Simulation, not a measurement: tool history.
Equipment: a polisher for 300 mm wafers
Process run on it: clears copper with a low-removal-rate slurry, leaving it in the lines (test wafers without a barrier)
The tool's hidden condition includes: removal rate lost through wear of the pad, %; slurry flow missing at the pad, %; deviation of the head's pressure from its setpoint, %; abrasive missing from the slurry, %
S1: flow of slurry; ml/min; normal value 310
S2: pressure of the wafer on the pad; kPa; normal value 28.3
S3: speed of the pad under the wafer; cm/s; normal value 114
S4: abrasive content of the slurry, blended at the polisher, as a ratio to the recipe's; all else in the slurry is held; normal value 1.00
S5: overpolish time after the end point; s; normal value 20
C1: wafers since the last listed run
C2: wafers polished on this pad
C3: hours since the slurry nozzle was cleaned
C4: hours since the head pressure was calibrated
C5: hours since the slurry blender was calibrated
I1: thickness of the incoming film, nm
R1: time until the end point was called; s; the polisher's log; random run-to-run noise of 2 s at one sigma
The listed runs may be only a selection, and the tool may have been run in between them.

| run | hour | S1 | S2 | S3 | S4 | S5 | C1 | C2 | C3 | C4 | C5 | I1 | R1 |
|---|---|---|---|---|---|---|---|---|---|---|---|---|---|
| 1 | 0.0 | 310 | 28.3 | 114 | 1.15 | 24 | 0 | 6329 | 385.3 | 721.2 | 464.3 | 409.9 | 107.7 |
|  | 9.0 | worn pad replaced by a new one |
| 2 | 40.9 | 310 | 28.3 | 114 | 1.00 | 20 | 319 | 276 | 426.2 | 762.1 | 505.2 | 408.1 | 102.4 |
| 3 | 110.2 | 310 | 28.3 | 114 | 1.00 | 20 | 600 | 877 | 495.5 | 831.4 | 574.5 | 399.0 | 101.7 |
|  | 155.5 | slurry blender recalibrated |
| 4 | 188.2 | 310 | 28.3 | 114 | 1.00 | 20 | 658 | 1535 | 573.5 | 909.4 | 32.7 | 401.4 | 103.3 |
|  | 370.3 | slurry nozzle cleaned |
| 5 | 511.2 | 310 | 28.3 | 114 | 1.00 | 20 | 2790 | 4326 | 140.9 | 1232.4 | 355.7 | 404.3 | 106.3 |
|  | 549.8 | head pressure recalibrated |
| 6 | 677.6 | 310 | 28.3 | 114 | 1.00 | 20 | 1424 | 5751 | 307.3 | 127.8 | 522.1 | 398.5 | 108.5 |
|  | 704.5 | worn pad replaced by a new one |
| 7 | 737.9 | 350 | 28.3 | 114 | 1.10 | 20 | 487 | 289 | 367.6 | 188.1 | 582.4 | 404.2 | 97.7 |
| 8 | 774.0 | 205 | 28.3 | 114 | 0.85 | 26 | 312 | 602 | 403.7 | 224.2 | 618.5 | 411.5 | 109.0 |
| 9 | 845.5 | 310 | 28.3 | 114 | 0.85 | 20 | 619 | 1221 | 475.2 | 295.7 | 690.0 | 401.3 | 105.7 |
|  | 871.5 | slurry blender recalibrated |
| 10 | 918.5 | 310 | 28.3 | 114 | 1.00 | 20 | 615 | 1837 | 548.2 | 368.7 | 47.0 | 400.9 | 100.7 |
| 11 | 992.9 | 380 | 28.3 | 114 | 1.00 | 31 | 644 | 2481 | 622.6 | 443.1 | 121.4 | 404.5 | 102.0 |
| 12 | 1051.6 | 310 | 28.3 | 114 | 1.00 | 20 | 508 | 2990 | 681.3 | 501.8 | 180.1 | 410.9 | 105.9 |
|  | 1134.5 | slurry nozzle cleaned |
| 13 | 1153.2 | 310 | 28.3 | 114 | 1.00 | 20 | 871 | 3862 | 18.7 | 603.4 | 281.7 | 400.2 | 100.2 |
| 14 | 1234.0 | 220 | 23.4 | 142 | 1.15 | 20 | 700 | 4562 | 99.5 | 684.2 | 362.5 | 409.8 | 113.6 |
| 15 | 1327.6 | 310 | 33.1 | 114 | 1.15 | 20 | 811 | 5373 | 193.1 | 777.8 | 456.1 | 410.7 | 90.4 |
|  | 1342.1 | worn pad replaced by a new one |
| 16 | 1421.5 | 310 | 20.0 | 114 | 0.75 | 20 | 779 | 688 | 287.0 | 871.7 | 550.0 | 402.8 | 141.0 |
|  | 1493.6 | slurry blender recalibrated |
| 17 | 1507.2 | 220 | 28.3 | 136 | 1.00 | 20 | 725 | 1413 | 372.7 | 957.4 | 13.6 | 402.8 | 91.1 |
| 18 | 1578.9 | 225 | 28.3 | 142 | 1.00 | 25 | 621 | 2035 | 444.4 | 1029.1 | 85.3 | 408.4 | 92.8 |
|  | 1711.3 | head pressure recalibrated |
|  | 1780.1 | slurry nozzle cleaned |
| 19 | 1862.3 | 310 | 28.3 | 134 | 1.00 | 20 | 2430 | 4465 | 82.2 | 151.0 | 368.7 | 404.3 | 94.7 |
| 20 | 1925.8 | 205 | 33.8 | 114 | 1.25 | 20 | 550 | 5015 | 145.7 | 214.5 | 432.2 | 402.2 | 95.4 |
| 21 | 2028.0 | 310 | 28.3 | 114 | 1.15 | 20 | 885 | 5901 | 247.9 | 316.7 | 534.4 | 397.5 | 107.9 |
| 22 | 2121.2 | 310 | 34.5 | 90 | 1.00 | 16 | 807 | 6709 | 341.1 | 409.9 | 627.6 | 404.0 | 107.3 |
|  | 2137.3 | worn pad replaced by a new one |
| 23 | 2209.0 | 310 | 28.3 | 140 | 0.85 | 20 | 726 | 621 | 428.9 | 497.7 | 715.4 | 406.4 | 95.9 |
| 24 | 2262.0 | 310 | 28.3 | 76 | 1.00 | 20 | 459 | 1081 | 481.9 | 550.7 | 768.4 | 409.2 | 132.4 |
|  | 2296.1 | slurry blender recalibrated |
| 25 | 2329.4 | 205 | 28.3 | 114 | 1.00 | 20 | 566 | 1647 | 549.3 | 618.1 | 33.3 | 409.7 | 105.4 |
| 26 | 2382.7 | 310 | 28.3 | 134 | 1.00 | 20 | 461 | 2109 | 602.6 | 671.4 | 86.6 | 402.0 | 92.3 |
|  | 2398.8 | slurry nozzle cleaned |
| 27 | 2447.8 | 225 | 28.3 | 114 | 1.00 | 20 | 555 | 2665 | 49.0 | 736.5 | 151.7 | 397.5 | 104.2 |
| 28 | 2498.4 | 310 | 28.3 | 114 | 1.00 | 20 | 438 | 3103 | 99.6 | 787.1 | 202.3 | 407.6 | 106.6 |
| 29 | 2591.5 | 225 | 24.1 | 114 | 1.00 | 31 | 806 | 3910 | 192.7 | 880.2 | 295.4 | 406.2 | 119.5 |

What was the tool's hidden state at every run in the log?
slurry flow missing at the pad, %: 0 across all the runs
deviation of the head's pressure from its setpoint, %: 0 across all the runs
abrasive missing from the slurry, %: 0 across all the runs
H1: removal rate lost through wear of the pad, %
| run | H1 |
|---|---|
| 1 | 10.5 |
| 2 | 0.289 |
| 3 | 0.455 |
| 4 | 0.851 |
| 5 | 4.83 |
| 6 | 8.35 |
| 7 | 0.332 |
| 8 | 0.399 |
| 9 | 0.671 |
| 10 | 1.14 |
| 11 | 1.81 |
| 12 | 2.49 |
| 13 | 3.95 |
| 14 | 5.38 |
| 15 | 7.33 |
| 16 | 0.857 |
| 17 | 1.24 |
| 18 | 1.76 |
| 19 | 5.63 |
| 20 | 6.9 |
| 21 | 9.25 |
| 22 | 11.7 |
| 23 | 0.489 |
| 24 | 0.677 |
| 25 | 1.06 |
| 26 | 1.48 |
| 27 | 2.14 |
| 28 | 2.75 |
| 29 | 4.12 |

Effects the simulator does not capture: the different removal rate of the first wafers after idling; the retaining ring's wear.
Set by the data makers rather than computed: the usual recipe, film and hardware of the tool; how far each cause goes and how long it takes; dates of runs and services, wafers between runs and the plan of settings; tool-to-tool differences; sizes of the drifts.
